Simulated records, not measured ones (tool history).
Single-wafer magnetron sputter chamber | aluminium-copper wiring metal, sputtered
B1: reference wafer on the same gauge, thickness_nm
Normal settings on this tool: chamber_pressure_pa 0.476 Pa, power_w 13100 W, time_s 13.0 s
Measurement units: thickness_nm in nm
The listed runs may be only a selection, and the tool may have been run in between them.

Run 1, hour 0.0: usual settings; B1 242.018. Result: thickness_nm 278.516 nm.
Run 2, hour 70.9: usual settings but power_w 11350 W; B1 241.996. Result: thickness_nm 248.943 nm.
At hour 130.9: capacitance manometer re-zeroed and calibrated.
Run 3, hour 168.6: usual settings; B1 241.927. Result: thickness_nm 274.780 nm.
Run 4, hour 249.0: usual settings but time_s 12.3 s; B1 242.019. Result: thickness_nm 260.239 nm.
Run 5, hour 287.5: usual settings but time_s 12.3 s; B1 242.001. Result: thickness_nm 260.949 nm.
Run 6, hour 371.6: usual settings; B1 241.858. Result: thickness_nm 276.419 nm.
Run 7, hour 452.0: usual settings; B1 242.001. Result: thickness_nm 276.146 nm.
At hour 513.0: sputter target and shields replaced.
Run 8, hour 547.0: usual settings; B1 242.029. Result: thickness_nm 275.025 nm.
Run 9, hour 590.3: usual settings; B1 242.117. Result: thickness_nm 275.924 nm.
Run 10, hour 635.6: usual settings; B1 241.769. Result: thickness_nm 276.794 nm.
Run 11, hour 691.8: usual settings; B1 241.828. Result: thickness_nm 277.196 nm.
Run 12, hour 758.1: usual settings; B1 242.154. Result: thickness_nm 277.497 nm.
At hour 812.0: magnet pack replaced.
Run 13, hour 838.9: usual settings but chamber_pressure_pa 0.622 Pa; B1 242.036. Result: thickness_nm 257.032 nm.
Run 14, hour 921.6: usual settings; B1 242.094. Result: thickness_nm 276.172 nm.
Run 15, hour 1015.5: usual settings but chamber_pressure_pa 0.591 Pa, power_w 10350 W, time_s 14.1 s; B1 242.031. Result: thickness_nm 238.019 nm.
At hour 1034.3: gauge calibrated.
Run 16, hour 1102.6: usual settings; B1 241.945. Result: thickness_nm 276.422 nm.
Run 17, hour 1167.2: usual settings but chamber_pressure_pa 0.600 Pa, time_s 13.9 s; B1 242.013. Result: thickness_nm 278.310 nm.
At hour 1215.4: sputter target and shields replaced.
Run 18, hour 1238.0: usual settings but chamber_pressure_pa 0.628 Pa, power_w 11550 W; B1 242.004. Result: thickness_nm 233.287 nm.
Run 19, hour 1330.9: usual settings but chamber_pressure_pa 0.605 Pa, time_s 13.9 s; B1 242.135. Result: thickness_nm 277.873 nm.
Run 20, hour 1412.6: usual settings; B1 242.025. Result: thickness_nm 277.711 nm.
Run 21, hour 1468.8: usual settings but chamber_pressure_pa 0.665 Pa, time_s 11.9 s; B1 242.152. Result: thickness_nm 229.567 nm.
Run 22, hour 1552.4: usual settings; B1 241.994. Result: thickness_nm 277.343 nm.
Run 23, hour 1604.0: usual settings but power_w 9850 W; B1 241.925. Result: thickness_nm 225.343 nm.
Run 24, hour 1710.5: usual settings but power_w 15550 W, time_s 10.7 s; B1 241.780. Result: thickness_nm 261.524 nm.
Run 25, hour 1785.9: usual settings but time_s 14.5 s; B1 241.885. Result: thickness_nm 309.529 nm.
At hour 1846.1: sputter target and shields replaced.
Run 26, hour 1860.0: usual settings but time_s 15.1 s; B1 241.983. Result: thickness_nm 321.498 nm.
Run 27, hour 1950.0: usual settings but power_w 12000 W, time_s 14.6 s; B1 242.058. Result: thickness_nm 291.380 nm.
Run 28, hour 2030.6: usual settings but chamber_pressure_pa 0.380 Pa, time_s 13.8 s; B1 241.987. Result: thickness_nm 310.073 nm.
Run 29, hour 2078.2: usual settings but power_w 12000 W, time_s 14.6 s; B1 241.904. Result: thickness_nm 292.317 nm.
Run 30, hour 2165.9: usual settings but chamber_pressure_pa 0.568 Pa, time_s 15.1 s; B1 242.001. Result: thickness_nm 309.420 nm.
Run 31, hour 2244.3: usual settings but chamber_pressure_pa 0.295 Pa, time_s 10.5 s; B1 241.868. Result: thickness_nm 247.229 nm.
At hour 2304.5: capacitance manometer re-zeroed and calibrated.
Run 32, hour 2313.4: usual settings but chamber_pressure_pa 0.322 Pa, time_s 14.3 s; B1 242.080. Result: thickness_nm 330.047 nm.
At hour 2488.1: sputter target and shields replaced.
Run 33, hour 2625.6: usual settings but chamber_pressure_pa 0.528 Pa, power_w 15550 W, time_s 14.9 s; B1 242.002. Result: thickness_nm 351.753 nm.

5 options for the next run, each taken on its own from the tool as it stands now. Forecast them:
Run A, hour 2626.0: usual settings but power_w 14000 W; B1 ?. Result: thickness_nm ?.
Run B, hour 2626.0: usual settings but chamber_pressure_pa 0.554 Pa, power_w 14750 W, time_s 15.2 s; B1 ?. Result: thickness_nm ?.
Run C, hour 2626.0: usual settings but chamber_pressure_pa 0.579 Pa, power_w 15650 W, time_s 11.9 s; B1 ?. Result: thickness_nm ?.
Run D, hour 2626.0: usual settings but time_s 11.7 s; B1 ?. Result: thickness_nm ?.
Run E, hour 2626.0: usual settings but chamber_pressure_pa 0.346 Pa, power_w 15950 W, time_s 15.4 s; B1 ?. Result: thickness_nm ?.

run       B1  thickness_nm
  A  242.143       290.812
  B  242.143       340.065
  C  242.143       275.377
  D  242.143       248.734
  E  242.143       408.768
Had the tool no hidden state, the same runs would have come out as:
run  thickness_nm
  A       290.490
  B       339.633
  C       275.013
  D       248.458
  E       408.432
